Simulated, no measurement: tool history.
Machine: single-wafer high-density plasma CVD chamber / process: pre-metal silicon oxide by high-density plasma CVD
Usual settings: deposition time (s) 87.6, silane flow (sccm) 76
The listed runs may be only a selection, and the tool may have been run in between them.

run	hour	deposition time (s)	silane flow (sccm)	wafers since the last listed run	hours since the silane flow controller was replaced	hours since the gauge calibration	read-back reference wafer on the same gauge, thickness_nm	mean film thickness on the monitor wafer (Å)
1	0	87.6	76	0	1864.6	345.7	609.831	6373.46
2	62.5	87.6	76	1011	1927.1	408.2	610.298	6376.38
3	111.5	87.6	76	792	1976.1	457.2	609.907	6375.84
4	169.8	87.6	81	943	2034.4	515.5	609.921	6802.64
5	203.5	87.6	81	545	2068.1	549.2	609.923	6807.82
6	250.9	87.6	87	766	2115.5	596.6	610.161	7291.29
7	306	87.6	76	891	2170.6	651.7	609.617	6402.03
8	343.9	87.6	76	613	2208.5	689.6	610.519	6382.25
9	410.8	87.6	65	1082	2275.4	756.5	609.578	5476.1
10	447.9	87.6	65	600	2312.5	793.6	609.861	5463.63
11	516.5	87.6	65	1109	2381.1	862.2	609.84	5475.89
12	544.5	87.6	67	453	2409.1	890.2	609.842	5648.55
13	586.3	87.6	67	676	2450.9	932	609.806	5611.62
14	647.8	87.6	76	995	2512.4	993.5	610.215	6416.2
15	680.4	76.8	76	527	2545	1026.1	609.796	5610.98
16	707.5	76.8	76	438	2572.1	1053.2	610.087	5626.38
17	738	76.8	76	493	2602.6	1083.7	609.811	5596.48
18	770.1	87.6	76	519	2634.7	1115.8	610.08	6421.58
19	799.3	87.6	76	472	2663.9	1145	610.265	6408.42
20	850.7	87.6	76	831	2715.3	1196.4	609.878	6411.5
21	883.9	87.6	76	537	2748.5	1229.6	609.924	6398
22	943.5	87.6	83	964	2808.1	1289.2	609.946	6984.48
23	1081.8	87.6	76	2237	2946.4	1427.5	610.089	6396.33
24	1148.6	104.5	72	1080	3013.2	1494.3	609.786	7254.18
# hour 1167.9: silane flow controller replaced
25	1173.8	87.6	76	278	5.9	1519.5	610.204	6201.58
26	1284	93.9	88	1782	116.1	1629.7	609.982	7738.92
27	1341	103.1	70	922	173.1	1686.7	609.836	6779.88
# hour 1384.3: gauge calibrated
28	1410.7	82.6	71	1127	242.8	26.4	610.142	5485.22
29	1453.4	99.2	86	690	285.5	69.1	610.11	8021.53
30	1524.8	87.6	82	1155	356.9	140.5	610.156	6710.08
31	1576.7	87.6	62	839	408.8	192.4	610.021	5092.44
32	1602.3	81.6	83	414	434.4	218	609.816	6333.27
33	1658.4	87.6	66	907	490.5	274.1	610.193	5433.23
34	1713.8	81.5	89	896	545.9	329.5	610.305	6839.87
35	1753	94.4	76	634	585.1	368.7	610.345	6759.44
36	1819.7	72.2	76	1079	651.8	435.4	609.913	5154.4
37	1864.2	87.6	76	719	696.3	479.9	610.198	6255.99
38	1927.7	72.6	89	1027	759.8	543.4	610.227	6101.23
39	2133.2	99.7	87	3324	965.3	748.9	610.16	8218.36
40	2200.8	98.5	91	1093	1032.9	816.5	610.114	8444.82
41	2260.3	87.6	76	962	1092.4	876	610.023	6316.68
42	2330	96.4	87	1127	1162.1	945.7	609.93	7950.03

Consider 4 possible next runs. They are alternatives, not a sequence: every one starts from the tool as it was left by run 42. What does each give?
A	2330.4	98.6	76	6	1162.5	946.1	?	?
B	2330.4	104.8	68	6	1162.5	946.1	?	?
C	2330.4	79.3	69	6	1162.5	946.1	?	?
D	2330.4	97.1	76	6	1162.5	946.1	?	?

run	read-back reference wafer on the same gauge, thickness_nm	mean film thickness on the monitor wafer (Å)
A	609.805	7093.14
B	609.805	6745.57
C	609.805	5179.29
D	609.805	6985.24
Take away the tool's hidden state, keep each run's random variation, and the runs would have read:
run	mean film thickness on the monitor wafer (Å)
A	7009.5
B	6666.02
C	5118.22
D	6902.86

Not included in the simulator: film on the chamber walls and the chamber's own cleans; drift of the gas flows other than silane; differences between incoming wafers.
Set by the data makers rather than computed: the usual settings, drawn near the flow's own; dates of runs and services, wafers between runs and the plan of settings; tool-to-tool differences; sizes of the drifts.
